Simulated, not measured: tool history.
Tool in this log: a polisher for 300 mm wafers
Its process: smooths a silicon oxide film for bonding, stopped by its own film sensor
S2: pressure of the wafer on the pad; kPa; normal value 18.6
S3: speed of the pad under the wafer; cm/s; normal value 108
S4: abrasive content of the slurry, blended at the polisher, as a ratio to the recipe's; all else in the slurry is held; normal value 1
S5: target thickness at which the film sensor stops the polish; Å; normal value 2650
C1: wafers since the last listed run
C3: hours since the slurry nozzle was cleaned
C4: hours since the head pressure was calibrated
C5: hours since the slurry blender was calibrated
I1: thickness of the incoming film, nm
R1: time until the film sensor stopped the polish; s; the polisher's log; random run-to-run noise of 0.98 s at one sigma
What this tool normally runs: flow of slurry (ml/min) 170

run 1 day=0 | flow_of_slurry_(ml/min)=170 S2=18.6 S3=108 S4=1 S5=2650 | C1=0 wafers_polished_on_this_pad=823 C3=94.3 C4=453.8 C5=55.6 | I1=304.1 | R1=54.1
-- day=1.583 worn pad replaced by a new one
run 2 day=1.729 | flow_of_slurry_(ml/min)=170 S2=18.6 S3=108 S4=1 S5=2650 | C1=303 wafers_polished_on_this_pad=28 C3=135.8 C4=495.3 C5=97.1 | I1=308.4 | R1=61.6
run 3 day=3.683 | flow_of_slurry_(ml/min)=170 S2=18.6 S3=108 S4=1 S5=2650 | C1=379 wafers_polished_on_this_pad=407 C3=182.7 C4=542.2 C5=144 | I1=309.9 | R1=64.7
-- day=8.421 worn pad replaced by a new one
run 4 day=11.588 | flow_of_slurry_(ml/min)=170 S2=18.6 S3=108 S4=1 S5=2650 | C1=1501 wafers_polished_on_this_pad=614 C3=372.4 C4=731.9 C5=333.7 | I1=315.7 | R1=73.7
run 5 day=13.658 | flow_of_slurry_(ml/min)=170 S2=18.6 S3=108 S4=1 S5=2650 | C1=401 wafers_polished_on_this_pad=1016 C3=422.1 C4=781.6 C5=383.4 | I1=315.7 | R1=75.8
-- day=14.7 worn pad replaced by a new one
run 6 day=15.929 | flow_of_slurry_(ml/min)=170 S2=18.6 S3=108 S4=1 S5=2650 | C1=408 wafers_polished_on_this_pad=238 C3=476.6 C4=836.1 C5=437.9 | I1=306.4 | R1=63.9
-- day=16.038 slurry blender recalibrated
run 7 day=17.425 | flow_of_slurry_(ml/min)=170 S2=18.6 S3=108 S4=1 S5=2650 | C1=274 wafers_polished_on_this_pad=512 C3=512.5 C4=872 C5=33.3 | I1=309.9 | R1=62.3
-- day=19.212 head pressure recalibrated
run 8 day=19.467 | flow_of_slurry_(ml/min)=170 S2=18.6 S3=108 S4=1 S5=2650 | C1=380 wafers_polished_on_this_pad=892 C3=561.5 C4=6.1 C5=82.3 | I1=312.7 | R1=67.8
run 9 day=20.571 | flow_of_slurry_(ml/min)=125 S2=15.9 S3=120 S4=1 S5=2650 | C1=214 wafers_polished_on_this_pad=1107 C3=588 C4=32.6 C5=108.8 | I1=310.4 | R1=69.5
-- day=20.75 worn pad replaced by a new one
-- day=21.179 slurry nozzle cleaned
run 10 day=22.121 | flow_of_slurry_(ml/min)=170 S2=18.6 S3=72 S4=1 S5=2650 | C1=260 wafers_polished_on_this_pad=258 C3=22.6 C4=69.8 C5=146 | I1=304.8 | R1=67.8
run 11 day=23.575 | flow_of_slurry_(ml/min)=170 S2=15.2 S3=94 S4=1.2 S5=2650 | C1=282 wafers_polished_on_this_pad=540 C3=57.5 C4=104.7 C5=180.9 | I1=313.2 | R1=72
run 12 day=25.967 | flow_of_slurry_(ml/min)=170 S2=18.6 S3=108 S4=1 S5=2650 | C1=464 wafers_polished_on_this_pad=1004 C3=114.9 C4=162.1 C5=238.3 | I1=314.3 | R1=71.7
-- day=27.208 worn pad replaced by a new one
run 13 day=27.346 | flow_of_slurry_(ml/min)=130 S2=18.6 S3=108 S4=0.75 S5=2650 | C1=235 wafers_polished_on_this_pad=26 C3=148 C4=195.2 C5=271.4 | I1=310.7 | R1=92.6
run 14 day=28.675 | flow_of_slurry_(ml/min)=170 S2=18.6 S3=108 S4=1 S5=2770 | C1=257 wafers_polished_on_this_pad=284 C3=179.9 C4=227.1 C5=303.3 | I1=312.8 | R1=52.1
run 15 day=29.683 | flow_of_slurry_(ml/min)=170 S2=18.6 S3=108 S4=0.9 S5=2580 | C1=195 wafers_polished_on_this_pad=480 C3=204.1 C4=251.3 C5=327.5 | I1=304 | R1=76.5
run 16 day=32.4 | flow_of_slurry_(ml/min)=170 S2=18.6 S3=108 S4=1 S5=2650 | C1=527 wafers_polished_on_this_pad=1007 C3=269.3 C4=316.5 C5=392.7 | I1=310 | R1=69.7

Forecast each of these 3 alternatives for the next run:
run A day=32.417 | flow_of_slurry_(ml/min)=170 S2=22.1 S3=108 S4=1 S5=2650 | C1=3 wafers_polished_on_this_pad=1010 C3=269.7 C4=316.9 C5=393.1 | I1=309.6 | R1=?
run B day=32.417 | flow_of_slurry_(ml/min)=145 S2=18.6 S3=108 S4=0.7 S5=2650 | C1=3 wafers_polished_on_this_pad=1010 C3=269.7 C4=316.9 C5=393.1 | I1=309.6 | R1=?
run C day=32.417 | flow_of_slurry_(ml/min)=110 S2=15.2 S3=132 S4=1 S5=2740 | C1=3 wafers_polished_on_this_pad=1010 C3=269.7 C4=316.9 C5=393.1 | I1=309.6 | R1=?

run=A R1=61.1
run=B R1=99
run=C R1=58.3
With the hidden condition removed and each run's random variation left untouched, the same runs would have given:
run=A R1=55.8
run=B R1=87.9
run=C R1=53.3

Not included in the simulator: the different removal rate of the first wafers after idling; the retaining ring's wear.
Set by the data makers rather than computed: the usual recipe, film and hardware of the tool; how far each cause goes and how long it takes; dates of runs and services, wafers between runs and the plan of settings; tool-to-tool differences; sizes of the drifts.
